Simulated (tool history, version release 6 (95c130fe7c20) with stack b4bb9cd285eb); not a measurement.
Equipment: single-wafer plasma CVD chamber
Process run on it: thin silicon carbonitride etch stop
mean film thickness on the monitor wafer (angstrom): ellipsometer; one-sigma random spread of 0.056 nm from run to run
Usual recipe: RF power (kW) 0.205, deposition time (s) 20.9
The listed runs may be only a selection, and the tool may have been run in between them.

run    hour  RF power (kW)  deposition time (s)  wafers since the last listed run  hours since the last thermocouple change  hours since the last RF generator calibration  hours since the showerhead was replaced  hours since the gauge calibration  read-back reference wafer on the same gauge, thickness_nm  mean film thickness on the monitor wafer (angstrom)
  1     0.0          0.205                 20.9                                 0                                     255.4                                          755.6                                   5657.8                             1535.9                                                     12.317                                               116.70
  2    32.5          0.205                 20.9                              1215                                     287.9                                          788.1                                   5690.3                             1568.4                                                     12.283                                               116.38
  3    70.2          0.205                 18.3                              1410                                     325.6                                          825.8                                   5728.0                             1606.1                                                     12.296                                               101.74
       90.6  -- RF generator calibrated
  4   103.4          0.205                 18.3                               942                                     358.8                                           12.8                                   5761.2                             1639.3                                                     12.306                                               101.96
  5   164.2          0.205                 18.3                              2274                                     419.6                                           73.6                                   5822.0                             1700.1                                                     12.276                                               100.59
  6   198.2          0.205                 20.9                              1272                                     453.6                                          107.6                                   5856.0                             1734.1                                                     12.301                                               114.92
  7   248.8          0.205                 20.9                              1893                                     504.2                                          158.2                                   5906.6                             1784.7                                                     12.297                                               115.39
  8   318.2          0.235                 19.0                              2596                                     573.6                                          227.6                                   5976.0                             1854.1                                                     12.313                                               108.58
      384.9  -- gauge calibrated
  9   389.3          0.235                 19.0                              2660                                     644.7                                          298.7                                   6047.1                                4.4                                                     12.316                                               108.36
 10   444.9          0.235                 19.0                              2080                                     700.3                                          354.3                                   6102.7                               60.0                                                     12.315                                               108.95
 11   484.6          0.205                 20.9                              1485                                     740.0                                          394.0                                   6142.4                               99.7                                                     12.312                                               114.23
 12   508.7          0.205                 20.9                               901                                     764.1                                          418.1                                   6166.5                              123.8                                                     12.297                                               115.14
 13   554.0          0.205                 20.9                              1694                                     809.4                                          463.4                                   6211.8                              169.1                                                     12.307                                               114.06
      587.0  -- RF generator calibrated, repeated, since the last time left the tool worse
 14   624.1          0.205                 23.6                              2323                                     879.5                                           37.1                                   6281.9                              239.2                                                     12.315                                               133.64
 15   673.9          0.180                 20.9                              1863                                     929.3                                           86.9                                   6331.7                              289.0                                                     12.300                                               112.72
 16   742.4          0.180                 17.7                              2562                                     997.8                                          155.4                                   6400.2                              357.5                                                     12.313                                                95.47
 17   775.3          0.205                 20.9                              1230                                    1030.7                                          188.3                                   6433.1                              390.4                                                     12.291                                               116.72
 18   825.5          0.205                 20.9                              1878                                    1080.9                                          238.5                                   6483.3                              440.6                                                     12.295                                               116.83
 19   864.3          0.215                 24.0                              1451                                    1119.7                                          277.3                                   6522.1                              479.4                                                     12.310                                               136.86
 20   929.5          0.165                 24.8                              2439                                    1184.9                                          342.5                                   6587.3                              544.6                                                     12.298                                               130.39
 21  1001.2          0.205                 18.3                              2682                                    1256.6                                          414.2                                   6659.0                              616.3                                                     12.311                                               101.56
 22  1030.9          0.205                 20.9                              1111                                    1286.3                                          443.9                                   6688.7                              646.0                                                     12.285                                               116.89
 23  1088.3          0.225                 22.9                              2147                                    1343.7                                          501.3                                   6746.1                              703.4                                                     12.298                                               131.53
 24  1125.4          0.180                 17.2                              1388                                    1380.8                                          538.4                                   6783.2                              740.5                                                     12.267                                                92.29
     1134.7  -- thermocouple changed; heater temperature recalibrated
     1143.6  -- showerhead replaced
 25  1152.1          0.175                 18.6                               400                                      17.4                                          565.1                                      8.5                              767.2                                                     12.281                                                99.18
 26  1202.3          0.205                 19.2                              1878                                      67.6                                          615.3                                     58.7                              817.4                                                     12.330                                               106.80
 27  1246.0          0.175                 18.4                              1634                                     111.3                                          659.0                                    102.4                              861.1                                                     12.304                                                98.37
 28  1289.1          0.205                 20.9                              1612                                     154.4                                          702.1                                    145.5                              904.2                                                     12.297                                               116.50
 29  1329.4          0.205                 20.9                              1507                                     194.7                                          742.4                                    185.8                              944.5                                                     12.315                                               116.82
 30  1391.7          0.220                 18.5                              2330                                     257.0                                          804.7                                    248.1                             1006.8                                                     12.260                                               105.51
 31  1453.9          0.235                 20.9                              2327                                     319.2                                          866.9                                    310.3                             1069.0                                                     12.296                                               120.17
     1516.2  -- RF generator calibrated
 32  1516.7          0.220                 23.5                              2050                                     382.0                                            0.5                                    373.1                             1131.8                                                     12.304                                               135.87
 33  1554.1          0.205                 20.9                              1399                                     419.4                                           37.9                                    410.5                             1169.2                                                     12.313                                               117.64
 34  1596.3          0.185                 22.9                              1578                                     461.6                                           80.1                                    452.7                             1211.4                                                     12.291                                               125.49
 35  1643.4          0.175                 22.2                              1762                                     508.7                                          127.2                                    499.8                             1258.5                                                     12.269                                               118.54
 36  1680.9          0.205                 20.9                              1403                                     546.2                                          164.7                                    537.3                             1296.0                                                     12.297                                               117.35

Here are 3 independent what-if runs from the current tool condition. What would each one return?
  A  1681.3          0.205                 20.9                                14                                     546.6                                          165.1                                    537.7                             1296.4                                                          ?                                                    ?
  B  1681.3          0.170                 20.9                                14                                     546.6                                          165.1                                    537.7                             1296.4                                                          ?                                                    ?
  C  1681.3          0.165                 23.4                                14                                     546.6                                          165.1                                    537.7                             1296.4                                                          ?                                                    ?

run  read-back reference wafer on the same gauge, thickness_nm  mean film thickness on the monitor wafer (angstrom)
  A                                                     12.291                                               117.26
  B                                                     12.291                                               111.19
  C                                                     12.291                                               123.45
Take away the tool's hidden state, keep each run's random variation, and the runs would have read:
run  mean film thickness on the monitor wafer (angstrom)
  A                                               117.99
  B                                               111.88
  C                                               124.21
